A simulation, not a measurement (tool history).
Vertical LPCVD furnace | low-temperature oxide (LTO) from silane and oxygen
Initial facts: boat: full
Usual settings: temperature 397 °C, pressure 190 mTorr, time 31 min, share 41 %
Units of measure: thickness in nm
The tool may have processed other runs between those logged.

run   hour  temperature  pressure  time  share  wafers since the last listed run  hours since the last temperature calibration  hours since the pressure gauge was zeroed  hours since the silane flow controller was replaced  hours since the gauge calibration  read-back reference wafer on the same gauge, thickness  thickness
  1      0          397       220    31     41                                 0                                        3785.7                                     4012.9                                                 6759                              506.9                                                  305.62     305.94
  2   33.5          397       190    31     41                               323                                        3819.2                                     4046.4                                               6792.5                              540.4                                                  306.07     264.68
  3   62.5          397       190    31     41                               280                                        3848.2                                     4075.4                                               6821.5                              569.4                                                  306.12     265.62
  4   76.4          397       190    31     41                               134                                        3862.1                                     4089.3                                               6835.4                              583.3                                                     306     264.27
  5  100.7          397       190    31     41                               234                                        3886.4                                     4113.6                                               6859.7                              607.6                                                  306.18     263.44
  6  114.2          397       190    31     41                               130                                        3899.9                                     4127.1                                               6873.2                              621.1                                                  305.97     261.72
  7  147.7          397       165    27     41                               323                                        3933.4                                     4160.6                                               6906.7                              654.6                                                  305.67     199.12
  8  210.5          397       165    27     41                               606                                        3996.2                                     4223.4                                               6969.5                              717.4                                                  306.04     200.11
  9  223.3          397       190    40     41                               123                                          4009                                     4236.2                                               6982.3                              730.2                                                  306.41      342.1
 10  238.4          397       190    31     41                               145                                        4024.1                                     4251.3                                               6997.4                              745.3                                                  305.99      263.5
     263.7  -- silane flow controller replaced
 11  268.3          397       190    31     41                                56                                          4054                                     4281.2                                                  4.6                              775.2                                                  306.02     265.19
 12  297.7          397       190    31     41                               283                                        4083.4                                     4310.6                                                   34                              804.6                                                  305.93      264.7
 13  327.1          397       175    37     41                               283                                        4112.8                                       4340                                                 63.4                                834                                                  305.89     290.11
 14  343.6          397       175    37     41                               159                                        4129.3                                     4356.5                                                 79.9                              850.5                                                  305.79     291.27
 15  370.4          397       190    31     41                               258                                        4156.1                                     4383.3                                                106.7                              877.3                                                  305.98     265.33
 16  391.3          397       190    31     41                               201                                          4177                                     4404.2                                                127.6                              898.2                                                  306.09      265.6
 17    422          397       190    31     41                               296                                        4207.7                                     4434.9                                                158.3                              928.9                                                  306.47     266.93
 18  439.3          405       150    31     41                               167                                          4225                                     4452.2                                                175.6                              946.2                                                  305.88     229.06
 19  469.1          408       190  23.5     41                               287                                        4254.8                                       4482                                                205.4                                976                                                  306.06     225.99
     480.7  -- gauge calibrated
 20  482.9          397       225    23     41                               133                                        4268.6                                     4495.8                                                219.2                                2.2                                                   305.9     232.82
     508.2  -- thermocouples replaced and temperature profile calibrated
 21  512.4          397       145    26     41                                53                                           4.2                                     4525.3                                                248.7                               31.7                                                   306.1     169.34
     543.5  -- pressure gauge zeroed
 22  547.5          397       190    31     41                               107                                          39.3                                          4                                                283.8                               66.8                                                  306.12     265.12
 23  577.9          400       235    31     37                               293                                          69.7                                       34.4                                                314.2                               97.2                                                  305.89     298.63
 24  599.1          397       190    31     41                               204                                          90.9                                       55.6                                                335.4                              118.4                                                  305.93     265.14
 25  611.9          386       205  41.5     41                               123                                         103.7                                       68.4                                                348.2                              131.2                                                   306.1     337.33
 26  629.2          405       175    31     41                               167                                           121                                       85.7                                                365.5                              148.5                                                   305.6     267.72
 27    648          397       230    31     41                               181                                         139.8                                      104.5                                                384.3                              167.3                                                  306.49     317.76
 28  665.8          397       190  19.5     48                               171                                         157.6                                      122.3                                                402.1                              185.1                                                     306     197.41
 29  700.9          397       235    31     45                               338                                         192.7                                      157.4                                                437.2                              220.2                                                  305.97     358.82
 30  729.3          397       170    23     41                               274                                         221.1                                      185.8                                                465.6                              248.6                                                   306.1     176.81
 31  755.1          393       205    36     35                               249                                         246.9                                      211.6                                                491.4                              274.4                                                  305.85      260.3

Hidden state, per run?
true tube temperature minus thermocouple reading, K: 0 at every run
true pressure minus gauge reading, mTorr: 0 at every run
deviation of the silane flow from its setpoint, %: 0 at every run
gauge reads high (%): 0 at every run
